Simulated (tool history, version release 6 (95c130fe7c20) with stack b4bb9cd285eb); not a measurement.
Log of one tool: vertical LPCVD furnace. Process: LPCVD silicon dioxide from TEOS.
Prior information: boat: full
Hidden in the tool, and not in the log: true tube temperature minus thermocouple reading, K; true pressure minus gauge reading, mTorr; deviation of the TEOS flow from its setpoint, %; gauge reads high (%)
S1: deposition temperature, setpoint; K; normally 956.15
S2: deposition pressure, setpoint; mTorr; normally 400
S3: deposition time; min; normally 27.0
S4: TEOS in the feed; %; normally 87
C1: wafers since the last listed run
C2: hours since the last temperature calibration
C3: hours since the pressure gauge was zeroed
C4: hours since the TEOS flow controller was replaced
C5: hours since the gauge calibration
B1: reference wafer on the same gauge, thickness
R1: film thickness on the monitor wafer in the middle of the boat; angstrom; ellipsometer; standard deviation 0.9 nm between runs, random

run    hour      S1   S2    S3  S4    C1      C2      C3      C4      C5      B1      R1
  1     0.0  956.15  400  27.0  87     0   893.1  3770.6  5595.9   929.9  144.02  1753.4
  2    63.1  947.15  400  29.0  87   581   956.2  3833.7  5659.0   993.0  144.08  1517.5
  3   125.0  947.15  400  29.0  87   570  1018.1  3895.6  5720.9  1054.9  143.98  1509.6
  4   160.8  956.15  400  27.0  97   329  1053.9  3931.4  5756.7  1090.7  144.06  1848.8
  5   222.2  956.15  400  27.0  97   565  1115.3  3992.8  5818.1  1152.1  143.75  1890.5
  6   264.6  956.15  400  27.0  87   390  1157.7  4035.2  5860.5  1194.5  144.10  1760.0
  7   289.7  956.15  400  27.0  87   231  1182.8  4060.3  5885.6  1219.6  143.99  1774.9
  8   327.8  956.15  400  27.0  87   350  1220.9  4098.4  5923.7  1257.7  144.09  1774.6
  9   364.9  956.15  400  27.0  87   341  1258.0  4135.5  5960.8  1294.8  144.10  1761.8
 10   412.4  956.15  400  33.5  87   437  1305.5  4183.0  6008.3  1342.3  144.08  2193.2
 11   461.1  956.15  400  33.5  87   448  1354.2  4231.7  6057.0  1391.0  143.93  2228.2
 12   520.6  956.15  400  33.5  87   547  1413.7  4291.2  6116.5  1450.5  143.98  2200.8
 13   558.9  956.15  400  27.0  87   352  1452.0  4329.5  6154.8  1488.8  143.91  1799.6
      572.2  -- gauge calibrated
 14   627.9  956.15  400  27.0  87   635  1521.0  4398.5  6223.8    55.7  143.83  1795.0
 15   655.7  956.15  400  27.0  87   256  1548.8  4426.3  6251.6    83.5  144.03  1796.6
      722.4  -- TEOS flow controller replaced
 16   722.9  956.15  400  27.0  87   397  1616.0  4493.5     0.5   150.7  144.01  1804.1
 17   761.1  956.15  345  27.0  71   351  1654.2  4531.7    38.7   188.9  144.10  1513.5
 18   818.2  951.15  435  27.0  87   525  1711.3  4588.8    95.8   246.0  144.06  1675.0
 19   851.3  945.15  400  33.0  87   304  1744.4  4621.9   128.9   279.1  144.04  1705.4
 20   886.8  956.15  475  27.0  82   326  1779.9  4657.4   164.4   314.6  143.94  1918.6
 21   943.3  964.15  400  27.0  87   520  1836.4  4713.9   220.9   371.1  143.79  2196.2
 22   988.4  956.15  400  27.0  87   415  1881.5  4759.0   266.0   416.2  144.12  1829.1
 23  1035.1  956.15  400  27.0  87   430  1928.2  4805.7   312.7   462.9  144.16  1824.5
     1102.6  -- thermocouples replaced and temperature profile calibrated
     1182.7  -- pressure gauge zeroed
 24  1215.2  945.15  400  27.0  87  1216   112.6    32.5   492.8   643.0  143.76  1324.7
 25  1286.6  962.15  350  27.0  87   657   184.0   103.9   564.2   714.4  144.24  1868.8
 26  1348.5  944.15  400  27.0  87   570   245.9   165.8   626.1   776.3  143.79  1285.4
 27  1385.6  956.15  400  27.0  92   341   283.0   202.9   663.2   813.4  144.06  1790.4
 28  1439.0  956.15  495  27.0  87   491   336.4   256.3   716.6   866.8  144.10  1920.6
 29  1503.1  951.15  370  20.5  97   590   400.5   320.4   780.7   930.9  143.83  1177.2
 30  1546.6  963.15  440  17.0  76   400   444.0   363.9   824.2   974.4  144.19  1269.3

Below, some changes in R1 between adjacent runs. For each, the amount present without the hidden state too (settings, incoming material, random variation) and the amount remaining for the hidden state with gauge scatter not shared by both compared results:
Run 9 -> 10: S3 27.0 -> 33.5. R1 +431.4 angstrom: hidden state +15.0, all else +416.4.
Run 20 -> 21: S1 956.15 -> 964.15, S2 475 -> 400, S4 82 -> 87. R1 +277.6 angstrom: hidden state +17.5, all else +260.1.
Run 23 -> 24: S1 956.15 -> 945.15, thermocouples replaced and temperature profile calibrated, pressure gauge zeroed. R1 -499.8 angstrom: hidden state -97.4, all else -402.4.
Run 24 -> 25: S1 945.15 -> 962.15, S2 400 -> 350. R1 +544.1 angstrom: hidden state +1.7, all else +542.4.
Run 25 -> 26: S1 962.15 -> 944.15, S2 350 -> 400. R1 -583.4 angstrom: hidden state -0.9, all else -582.5.
Run 28 -> 29: S1 956.15 -> 951.15, S2 495 -> 370, S3 27.0 -> 20.5, S4 87 -> 97. R1 -743.4 angstrom: hidden state -1.9, all else -741.5.
